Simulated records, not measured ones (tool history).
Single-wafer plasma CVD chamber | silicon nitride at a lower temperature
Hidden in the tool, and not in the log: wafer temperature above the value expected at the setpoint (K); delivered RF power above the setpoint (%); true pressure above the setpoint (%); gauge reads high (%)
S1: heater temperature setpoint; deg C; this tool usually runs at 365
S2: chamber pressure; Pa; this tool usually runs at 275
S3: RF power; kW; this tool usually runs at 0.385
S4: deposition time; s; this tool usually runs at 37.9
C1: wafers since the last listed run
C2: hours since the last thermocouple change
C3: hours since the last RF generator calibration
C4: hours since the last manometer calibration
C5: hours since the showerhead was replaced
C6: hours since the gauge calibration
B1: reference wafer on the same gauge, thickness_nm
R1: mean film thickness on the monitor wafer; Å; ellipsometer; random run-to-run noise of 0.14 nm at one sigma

Run 1, hour 0: usual settings; C1 0; C2 1432.8; C3 1417.9; C4 212.5; C5 4045.8; C6 1080.5; B1 62.805. Result: R1 548.61 Å.
Run 2, hour 61.3: usual settings; C1 1062; C2 1494.1; C3 1479.2; C4 273.8; C5 4107.1; C6 1141.8; B1 62.902. Result: R1 550.6 Å.
Run 3, hour 97.6: usual settings; C1 629; C2 1530.4; C3 1515.5; C4 310.1; C5 4143.4; C6 1178.1; B1 62.855. Result: R1 549.25 Å.
Run 4, hour 183.7: usual settings; C1 1492; C2 1616.5; C3 1601.6; C4 396.2; C5 4229.5; C6 1264.2; B1 62.837. Result: R1 549.95 Å.
At hour 223.5: showerhead replaced.
Run 5, hour 264: usual settings but S3 0.435 kW, S4 40.8 s; C1 1253; C2 1696.8; C3 1681.9; C4 476.5; C5 40.5; C6 1344.5; B1 62.909. Result: R1 659.72 Å.
Run 6, hour 300.5: usual settings but S3 0.435 kW, S4 40.8 s; C1 632; C2 1733.3; C3 1718.4; C4 513; C5 77; C6 1381; B1 62.862. Result: R1 661.15 Å.
Run 7, hour 365: usual settings but S4 34.5 s; C1 1118; C2 1797.8; C3 1782.9; C4 577.5; C5 141.5; C6 1445.5; B1 62.925. Result: R1 501.51 Å.
At hour 392.5: RF generator calibrated.
Run 8, hour 402.3: usual settings but S4 34.5 s; C1 507; C2 1835.1; C3 9.8; C4 614.8; C5 178.8; C6 1482.8; B1 62.904. Result: R1 502.4 Å.
Run 9, hour 479.2: usual settings but S4 34.5 s; C1 1333; C2 1912; C3 86.7; C4 691.7; C5 255.7; C6 1559.7; B1 62.891. Result: R1 499.6 Å.
Run 10, hour 518.3: usual settings but S3 0.45 kW; C1 677; C2 1951.1; C3 125.8; C4 730.8; C5 294.8; C6 1598.8; B1 62.877. Result: R1 629.72 Å.
At hour 545: gauge calibrated.
Run 11, hour 570.2: usual settings but S2 212 Pa, S3 0.425 kW, S4 44.9 s; C1 899; C2 2003; C3 177.7; C4 782.7; C5 346.7; C6 25.2; B1 62.914. Result: R1 680.74 Å.
Run 12, hour 631.1: usual settings; C1 1055; C2 2063.9; C3 238.6; C4 843.6; C5 407.6; C6 86.1; B1 62.947. Result: R1 548.94 Å.
Run 13, hour 694.2: usual settings but S1 359 deg C, S2 332 Pa, S3 0.405 kW, S4 31.2 s; C1 1094; C2 2127; C3 301.7; C4 906.7; C5 470.7; C6 149.2; B1 62.876. Result: R1 490.38 Å.
Run 14, hour 739.3: usual settings; C1 781; C2 2172.1; C3 346.8; C4 951.8; C5 515.8; C6 194.3; B1 62.947. Result: R1 548.89 Å.
At hour 817.6: thermocouple changed; heater temperature recalibrated.
Run 15, hour 818.5: usual settings but S1 374 deg C, S2 308 Pa, S3 0.445 kW; C1 1234; C2 0.9; C3 426; C4 1031; C5 595; C6 273.5; B1 62.871. Result: R1 635.49 Å.
At hour 826.7: capacitance manometer re-zeroed and calibrated.
Run 16, hour 865.8: usual settings but S2 331 Pa, S3 0.45 kW, S4 31.2 s; C1 681; C2 48.2; C3 473.3; C4 39.1; C5 642.3; C6 320.8; B1 62.965. Result: R1 534.74 Å.
Run 17, hour 947.6: usual settings; C1 1418; C2 130; C3 555.1; C4 120.9; C5 724.1; C6 402.6; B1 62.867. Result: R1 549.47 Å.
Run 18, hour 1017.8: usual settings but S1 373 deg C, S2 332 Pa, S3 0.345 kW, S4 39.9 s; C1 1217; C2 200.2; C3 625.3; C4 191.1; C5 794.3; C6 472.8; B1 62.928. Result: R1 531.41 Å.
Run 19, hour 1097.2: usual settings but S3 0.34 kW; C1 1376; C2 279.6; C3 704.7; C4 270.5; C5 873.7; C6 552.2; B1 62.936. Result: R1 485.73 Å.
Run 20, hour 1133.4: usual settings but S1 356 deg C, S4 44.8 s; C1 627; C2 315.8; C3 740.9; C4 306.7; C5 909.9; C6 588.4; B1 62.926. Result: R1 654.06 Å.
Run 21, hour 1189.1: usual settings but S1 369 deg C, S3 0.365 kW; C1 965; C2 371.5; C3 796.6; C4 362.4; C5 965.6; C6 644.1; B1 62.927. Result: R1 519.07 Å.
Run 22, hour 1260.8: usual settings but S2 331 Pa, S3 0.45 kW, S4 31.2 s; C1 1243; C2 443.2; C3 868.3; C4 434.1; C5 1037.3; C6 715.8; B1 62.861. Result: R1 536.82 Å.
Run 23, hour 1469.7: usual settings but S1 379 deg C, S2 311 Pa, S3 0.46 kW, S4 41.9 s; C1 3621; C2 652.1; C3 1077.2; C4 643; C5 1246.2; C6 924.7; B1 62.864. Result: R1 720.59 Å.
Run 24, hour 1554: usual settings but S1 370 deg C, S2 244 Pa, S3 0.34 kW, S4 33.3 s; C1 1461; C2 736.4; C3 1161.5; C4 727.3; C5 1330.5; C6 1009; B1 62.877. Result: R1 416.32 Å.
Run 25, hour 1642.3: usual settings; C1 1530; C2 824.7; C3 1249.8; C4 815.6; C5 1418.8; C6 1097.3; B1 62.926. Result: R1 546.69 Å.
Run 26, hour 1712.1: usual settings but S3 0.45 kW; C1 1210; C2 894.5; C3 1319.6; C4 885.4; C5 1488.6; C6 1167.1; B1 62.898. Result: R1 632.17 Å.
At hour 1748.2: capacitance manometer re-zeroed and calibrated.
Run 27, hour 1772.2: usual settings; C1 903; C2 954.6; C3 1379.7; C4 24; C5 1548.7; C6 1227.2; B1 62.878. Result: R1 549.37 Å.
Run 28, hour 1860.2: usual settings but S1 370 deg C, S2 244 Pa, S3 0.34 kW, S4 33.3 s; C1 1525; C2 1042.6; C3 1467.7; C4 112; C5 1636.7; C6 1315.2; B1 62.911. Result: R1 416.06 Å.

Run-by-run hidden state of the tool:
wafer temperature above the value expected at the setpoint (K): 0 in every run
delivered RF power above the setpoint (%): 0 in every run
true pressure above the setpoint (%): 0 in every run
gauge reads high (%): 0 in every run
